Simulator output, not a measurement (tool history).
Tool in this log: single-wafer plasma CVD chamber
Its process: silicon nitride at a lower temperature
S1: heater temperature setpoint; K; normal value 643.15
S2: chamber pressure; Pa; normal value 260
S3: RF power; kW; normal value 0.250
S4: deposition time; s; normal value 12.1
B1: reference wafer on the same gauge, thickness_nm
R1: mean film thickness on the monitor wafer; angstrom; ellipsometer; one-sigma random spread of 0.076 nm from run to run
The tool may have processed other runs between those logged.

run,day,S1,S2,S3,S4,B1,R1
1,0.000,643.15,260,0.250,12.1,13.469,129.05
2,3.271,643.15,260,0.250,12.1,13.509,129.54
3,6.571,643.15,260,0.250,12.1,13.526,129.49
4,10.854,643.15,260,0.250,12.1,13.552,129.42
5,15.321,643.15,260,0.250,12.1,13.522,129.15
6,19.725,643.15,260,0.250,12.1,13.573,131.76
# day 20.775: RF generator calibrated
7,21.333,643.15,260,0.250,12.1,13.564,129.92
8,24.667,643.15,260,0.250,12.1,13.557,130.34
# day 28.596: capacitance manometer re-zeroed and calibrated
9,29.104,633.15,260,0.250,12.1,13.613,132.00
10,32.767,633.15,260,0.250,12.1,13.623,132.25
11,34.567,643.15,260,0.250,12.1,13.663,132.18
12,36.871,643.15,216,0.265,12.1,13.638,131.83
13,38.438,652.15,295,0.285,13.6,13.693,167.35
14,40.371,643.15,260,0.250,12.1,13.659,131.16
# day 40.388: gauge calibrated
# day 43.596: thermocouple changed; heater temperature recalibrated
15,44.171,634.15,228,0.235,10.1,13.288,99.91
16,47.854,643.15,260,0.250,12.1,13.313,127.94
17,49.600,651.15,260,0.250,12.1,13.330,127.72
# day 50.383: showerhead replaced
18,51.383,643.15,260,0.250,12.1,13.316,128.52
19,53.612,643.15,204,0.250,14.2,13.333,143.38
20,55.917,643.15,260,0.250,12.1,13.389,127.97
21,59.283,652.15,239,0.225,13.9,13.388,132.85
22,62.408,643.15,260,0.205,13.4,13.380,121.88
23,65.750,643.15,260,0.250,12.8,13.414,135.71

What if the next run were any one of these 4? Each begins from the tool's condition after run 23:
A,65.767,643.15,221,0.250,12.1,?,?
B,65.767,643.15,284,0.250,13.6,?,?
C,65.767,657.15,260,0.220,10.4,?,?
D,65.767,643.15,321,0.205,12.1,?,?

run,B1,R1
A,13.419,123.84
B,13.419,146.81
C,13.419,98.32
D,13.419,113.11
With no hidden state in the tool, these same runs would have given:
run,R1
A,122.78
B,145.55
C,97.47
D,112.14
